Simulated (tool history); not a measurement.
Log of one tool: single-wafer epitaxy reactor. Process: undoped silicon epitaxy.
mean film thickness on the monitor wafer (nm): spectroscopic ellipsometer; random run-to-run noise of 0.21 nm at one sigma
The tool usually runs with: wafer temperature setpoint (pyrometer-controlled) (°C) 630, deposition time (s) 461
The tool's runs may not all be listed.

| run | hour | wafer temperature setpoint (pyrometer-controlled) (°C) | deposition time (s) | wafers since the last listed run | hours since the last pyrometer calibration | hours since the gauge calibration | read-back reference wafer on the same gauge, thickness_nm | mean film thickness on the monitor wafer (nm) |
|---|---|---|---|---|---|---|---|---|
| 1 | 0.0 | 630 | 461 | 0 | 856.8 | 35.3 | 49.716 | 48.299 |
| 2 | 17.7 | 630 | 461 | 44 | 874.5 | 53.0 | 49.649 | 48.391 |
| 3 | 29.7 | 630 | 461 | 29 | 886.5 | 65.0 | 49.659 | 48.167 |
| 4 | 37.1 | 630 | 461 | 18 | 893.9 | 72.4 | 49.710 | 48.373 |
| 5 | 52.0 | 630 | 461 | 37 | 908.8 | 87.3 | 49.724 | 48.382 |
| 6 | 69.5 | 630 | 461 | 43 | 926.3 | 104.8 | 49.712 | 48.647 |
| 7 | 103.5 | 630 | 502 | 84 | 960.3 | 138.8 | 49.718 | 52.876 |
| 8 | 110.7 | 630 | 502 | 17 | 967.5 | 146.0 | 49.728 | 52.906 |
| 9 | 120.1 | 630 | 461 | 23 | 976.9 | 155.4 | 49.675 | 48.325 |
| 10 | 126.9 | 630 | 461 | 16 | 983.7 | 162.2 | 49.673 | 48.718 |
| 11 | 144.5 | 630 | 461 | 43 | 1001.3 | 179.8 | 49.706 | 48.555 |
| 12 | 156.3 | 630 | 461 | 29 | 1013.1 | 191.6 | 49.684 | 48.638 |
| 13 | 167.3 | 630 | 461 | 27 | 1024.1 | 202.6 | 49.664 | 48.927 |
| 14 | 183.3 | 630 | 461 | 39 | 1040.1 | 218.6 | 49.706 | 48.660 |
| 15 | 198.1 | 630 | 419 | 36 | 1054.9 | 233.4 | 49.714 | 44.224 |
| 16 | 208.0 | 630 | 419 | 24 | 1064.8 | 243.3 | 49.699 | 44.215 |
| 17 | 222.1 | 630 | 419 | 35 | 1078.9 | 257.4 | 49.700 | 44.374 |
| 18 | 232.1 | 630 | 461 | 24 | 1088.9 | 267.4 | 49.635 | 48.713 |
| 19 | 239.5 | 630 | 461 | 18 | 1096.3 | 274.8 | 49.694 | 48.552 |
| 20 | 256.7 | 630 | 461 | 42 | 1113.5 | 292.0 | 49.662 | 48.834 |
| 21 | 264.4 | 630 | 410 | 19 | 1121.2 | 299.7 | 49.727 | 43.148 |
| 22 | 278.4 | 620 | 376 | 34 | 1135.2 | 313.7 | 49.641 | 32.066 |
| 23 | 290.4 | 644 | 405 | 29 | 1147.2 | 325.7 | 49.693 | 57.402 |
| 24 | 300.4 | 635 | 380 | 24 | 1157.2 | 335.7 | 49.698 | 44.301 |
| 25 | 316.9 | 630 | 461 | 41 | 1173.7 | 352.2 | 49.736 | 48.805 |
|  | 325.2 | gauge calibrated |
| 26 | 359.9 | 630 | 377 | 106 | 1216.7 | 34.7 | 49.679 | 40.273 |
| 27 | 374.4 | 630 | 461 | 36 | 1231.2 | 49.2 | 49.726 | 48.613 |
|  | 382.9 | pyrometer calibrated |
| 28 | 383.4 | 630 | 461 | 2 | 0.5 | 58.2 | 49.706 | 45.320 |
| 29 | 400.1 | 645 | 426 | 41 | 17.2 | 74.9 | 49.728 | 57.119 |
| 30 | 408.3 | 630 | 461 | 20 | 25.4 | 83.1 | 49.735 | 45.275 |
| 31 | 426.3 | 616 | 434 | 44 | 43.4 | 101.1 | 49.737 | 31.853 |
| 32 | 439.2 | 621 | 396 | 32 | 56.3 | 114.0 | 49.678 | 32.366 |
| 33 | 448.3 | 630 | 528 | 22 | 65.4 | 123.1 | 49.674 | 52.741 |
| 34 | 463.2 | 643 | 530 | 37 | 80.3 | 138.0 | 49.704 | 68.690 |
| 35 | 480.0 | 625 | 379 | 41 | 97.1 | 154.8 | 49.716 | 34.380 |
| 36 | 496.6 | 644 | 382 | 41 | 113.7 | 171.4 | 49.698 | 50.952 |
| 37 | 512.5 | 617 | 409 | 39 | 129.6 | 187.3 | 49.676 | 31.104 |
| 38 | 518.5 | 630 | 461 | 14 | 135.6 | 193.3 | 49.664 | 46.080 |
| 39 | 528.6 | 642 | 542 | 25 | 145.7 | 203.4 | 49.718 | 70.173 |
| 40 | 540.2 | 621 | 461 | 28 | 157.3 | 215.0 | 49.669 | 38.208 |
| 41 | 548.8 | 619 | 502 | 21 | 165.9 | 223.6 | 49.682 | 39.911 |
| 42 | 562.8 | 638 | 382 | 34 | 179.9 | 237.6 | 49.682 | 45.440 |
| 43 | 569.7 | 630 | 461 | 17 | 186.8 | 244.5 | 49.683 | 46.307 |

Difference, measured minus no-hidden-state, one row per run. Run-to-run variation is common to both terms; the gauge's own scatter need not be:
The hidden state here: wafer temperature above the value expected at the setpoint (K); gauge reads high (%).
| run | mean film thickness on the monitor wafer (nm) |
|---|---|
| 1 | +2.793 |
| 2 | +2.816 |
| 3 | +2.816 |
| 4 | +2.835 |
| 5 | +2.849 |
| 6 | +2.881 |
| 7 | +3.163 |
| 8 | +3.170 |
| 9 | +2.903 |
| 10 | +2.933 |
| 11 | +2.936 |
| 12 | +2.950 |
| 13 | +2.975 |
| 14 | +2.970 |
| 15 | +2.708 |
| 16 | +2.713 |
| 17 | +2.731 |
| 18 | +3.004 |
| 19 | +2.999 |
| 20 | +3.026 |
| 21 | +2.678 |
| 22 | +2.035 |
| 23 | +3.482 |
| 24 | +2.740 |
| 25 | +3.057 |
| 26 | +2.539 |
| 27 | +3.071 |
| 28 | -0.380 |
| 29 | -0.307 |
| 30 | -0.191 |
| 31 | -0.044 |
| 32 | +0.021 |
| 33 | +0.104 |
| 34 | +0.276 |
| 35 | +0.224 |
| 36 | +0.428 |
| 37 | +0.341 |
| 38 | +0.527 |
| 39 | +0.867 |
| 40 | +0.546 |
| 41 | +0.613 |
| 42 | +0.743 |
| 43 | +0.804 |

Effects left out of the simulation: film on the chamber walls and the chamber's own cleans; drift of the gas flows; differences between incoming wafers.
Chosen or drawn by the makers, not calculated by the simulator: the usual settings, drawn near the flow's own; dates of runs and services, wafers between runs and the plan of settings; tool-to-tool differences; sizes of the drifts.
